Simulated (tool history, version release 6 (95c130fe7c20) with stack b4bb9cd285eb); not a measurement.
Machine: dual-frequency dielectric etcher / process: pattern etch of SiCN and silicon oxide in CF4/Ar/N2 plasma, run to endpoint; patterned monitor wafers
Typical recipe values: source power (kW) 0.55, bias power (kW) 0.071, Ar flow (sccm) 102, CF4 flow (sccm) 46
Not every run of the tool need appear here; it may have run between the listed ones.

| run | hour | source power (kW) | bias power (kW) | Ar flow (sccm) | CF4 flow (sccm) | wafers since the last listed run | hours since the last wet clean | hours since the last source power generator calibration | hours since the last bias power generator calibration | hours since the last Ar flow controller change | hours since the last CF4 flow controller change | hours since the last upper electrode change | incoming incoming film thickness, nm | endpoint time (s) |
|---|---|---|---|---|---|---|---|---|---|---|---|---|---|---|
| 1 | 0 | 0.55 | 0.071 | 102 | 46 | 0 | 300.6 | 3402.1 | 2921.6 | 4556.3 | 1816.1 | 4219 | 10.24 | 10.8 |
|  | 48.9 | wet clean of the chamber |
| 2 | 49.4 | 0.55 | 0.071 | 122 | 46 | 502 | 0.5 | 3451.5 | 2971 | 4605.7 | 1865.5 | 4268.4 | 10.24 | 11.3 |
| 3 | 63.7 | 0.55 | 0.071 | 122 | 46 | 282 | 14.8 | 3465.8 | 2985.3 | 4620 | 1879.8 | 4282.7 | 10.08 | 11.1 |
| 4 | 245.4 | 0.55 | 0.071 | 122 | 46 | 3592 | 196.5 | 3647.5 | 3167 | 4801.7 | 2061.5 | 4464.4 | 10.24 | 11.2 |
| 5 | 295.6 | 0.55 | 0.071 | 102 | 46 | 992 | 246.7 | 3697.7 | 3217.2 | 4851.9 | 2111.7 | 4514.6 | 10.22 | 10.9 |
| 6 | 355 | 0.58 | 0.071 | 84 | 46 | 1174 | 306.1 | 3757.1 | 3276.6 | 4911.3 | 2171.1 | 4574 | 10.19 | 10.3 |
| 7 | 399.6 | 0.58 | 0.071 | 84 | 46 | 881 | 350.7 | 3801.7 | 3321.2 | 4955.9 | 2215.7 | 4618.6 | 10.25 | 10.3 |
|  | 455.3 | wet clean of the chamber |
| 8 | 549.1 | 0.58 | 0.071 | 84 | 46 | 2481 | 93.8 | 3951.2 | 3470.7 | 5105.4 | 2365.2 | 4768.1 | 10.2 | 10.3 |
|  | 599.2 | upper electrode replaced |
| 9 | 599.7 | 0.55 | 0.071 | 102 | 46 | 525 | 144.4 | 4001.8 | 3521.3 | 5156 | 2415.8 | 0.5 | 10.18 | 10.8 |
| 10 | 665 | 0.55 | 0.071 | 102 | 46 | 1291 | 209.7 | 4067.1 | 3586.6 | 5221.3 | 2481.1 | 65.8 | 10.29 | 10.9 |
|  | 693.7 | Ar flow controller replaced |
| 11 | 708.6 | 0.55 | 0.071 | 102 | 46 | 743 | 253.3 | 4110.7 | 3630.2 | 14.9 | 2524.7 | 109.4 | 10.3 | 10.8 |
|  | 716 | CF4 flow controller replaced |
| 12 | 761.8 | 0.55 | 0.071 | 102 | 46 | 933 | 306.5 | 4163.9 | 3683.4 | 68.1 | 45.8 | 162.6 | 10.23 | 10.8 |
| 13 | 791.8 | 0.55 | 0.071 | 122 | 46 | 593 | 336.5 | 4193.9 | 3713.4 | 98.1 | 75.8 | 192.6 | 10.15 | 10.9 |
|  | 811.7 | source power generator calibrated |
| 14 | 825.4 | 0.51 | 0.076 | 117 | 42 | 585 | 370.1 | 13.7 | 3747 | 131.7 | 109.4 | 226.2 | 10.15 | 11.3 |
|  | 853.4 | wet clean of the chamber |
|  | 870.2 | bias power generator calibrated |
| 15 | 876.8 | 0.55 | 0.071 | 102 | 46 | 462 | 23.4 | 65.1 | 6.6 | 183.1 | 160.8 | 277.6 | 10.17 | 10.8 |
| 16 | 920.9 | 0.55 | 0.061 | 102 | 38 | 871 | 67.5 | 109.2 | 50.7 | 227.2 | 204.9 | 321.7 | 10.2 | 11.6 |
| 17 | 964.6 | 0.55 | 0.071 | 102 | 40 | 864 | 111.2 | 152.9 | 94.4 | 270.9 | 248.6 | 365.4 | 10.25 | 11.2 |

What does the tool deliver on the next run?
| 18 | 997.9 | 0.55 | 0.071 | 95 | 46 | 658 | 144.5 | 186.2 | 127.7 | 304.2 | 281.9 | 398.7 | 10.18 | ? |

{"run 18": {"endpoint time (s)": 10.7}}
If the tool had no hidden condition, the same run with the same run-to-run variation would have returned endpoint time (s) 10.9.

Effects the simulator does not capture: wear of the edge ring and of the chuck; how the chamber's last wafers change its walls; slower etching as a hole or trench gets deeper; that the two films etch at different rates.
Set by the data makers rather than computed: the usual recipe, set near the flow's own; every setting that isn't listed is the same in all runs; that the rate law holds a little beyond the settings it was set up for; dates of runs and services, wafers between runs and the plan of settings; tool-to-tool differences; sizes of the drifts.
